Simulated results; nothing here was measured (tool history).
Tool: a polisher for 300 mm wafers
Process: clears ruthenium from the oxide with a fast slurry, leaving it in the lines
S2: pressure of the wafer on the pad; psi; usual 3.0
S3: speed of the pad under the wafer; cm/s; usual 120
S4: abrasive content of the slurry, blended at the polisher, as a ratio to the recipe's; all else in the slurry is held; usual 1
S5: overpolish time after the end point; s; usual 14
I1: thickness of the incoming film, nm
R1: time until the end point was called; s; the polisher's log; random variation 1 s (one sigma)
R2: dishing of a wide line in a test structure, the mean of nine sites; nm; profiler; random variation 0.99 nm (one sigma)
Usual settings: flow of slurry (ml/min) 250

Run 1, hour 0.0: usual settings but S2 2.4 psi; I1 231.4. Result: R1 67.3 s, R2 42.7 nm.
Run 2, hour 6.4: usual settings but S2 2.4 psi; I1 232.8. Result: R1 67.2 s, R2 41.5 nm.
Run 3, hour 21.7: usual settings but S2 2.4 psi; I1 229.9. Result: R1 71.0 s, R2 41.6 nm.
Run 4, hour 33.1: usual settings; I1 230.8. Result: R1 57.8 s, R2 48.5 nm.
At hour 40.6: worn pad replaced by a new one.
Run 5, hour 50.3: usual settings; I1 229.5. Result: R1 54.5 s, R2 52.5 nm.
Run 6, hour 58.8: usual settings; I1 230.3. Result: R1 55.6 s, R2 50.0 nm.
Run 7, hour 76.3: usual settings; I1 230.0. Result: R1 56.5 s, R2 49.3 nm.
At hour 89.4: worn pad replaced by a new one.
Run 8, hour 89.9: usual settings but flow of slurry (ml/min) 320; I1 233.8. Result: R1 50.6 s, R2 55.5 nm.
Run 9, hour 95.6: usual settings but flow of slurry (ml/min) 320; I1 230.6. Result: R1 50.8 s, R2 54.2 nm.
Run 10, hour 102.1: usual settings but flow of slurry (ml/min) 320; I1 226.9. Result: R1 54.1 s, R2 52.5 nm.
Run 11, hour 119.3: usual settings; I1 229.0. Result: R1 56.7 s, R2 48.8 nm.

Run 12 comes next. What will it give?
At hour 129.7: worn pad replaced by a new one.
Run 12, hour 133.9: usual settings but flow of slurry (ml/min) 335, S5 9 s; I1 228.6. Result: R1 ?, R2 ?.

{"run 12": {"R1": 51.1, "R2": 35.4}}
Without the tool's hidden state the same run would have given R1 49.5 s, R2 36.5 nm.

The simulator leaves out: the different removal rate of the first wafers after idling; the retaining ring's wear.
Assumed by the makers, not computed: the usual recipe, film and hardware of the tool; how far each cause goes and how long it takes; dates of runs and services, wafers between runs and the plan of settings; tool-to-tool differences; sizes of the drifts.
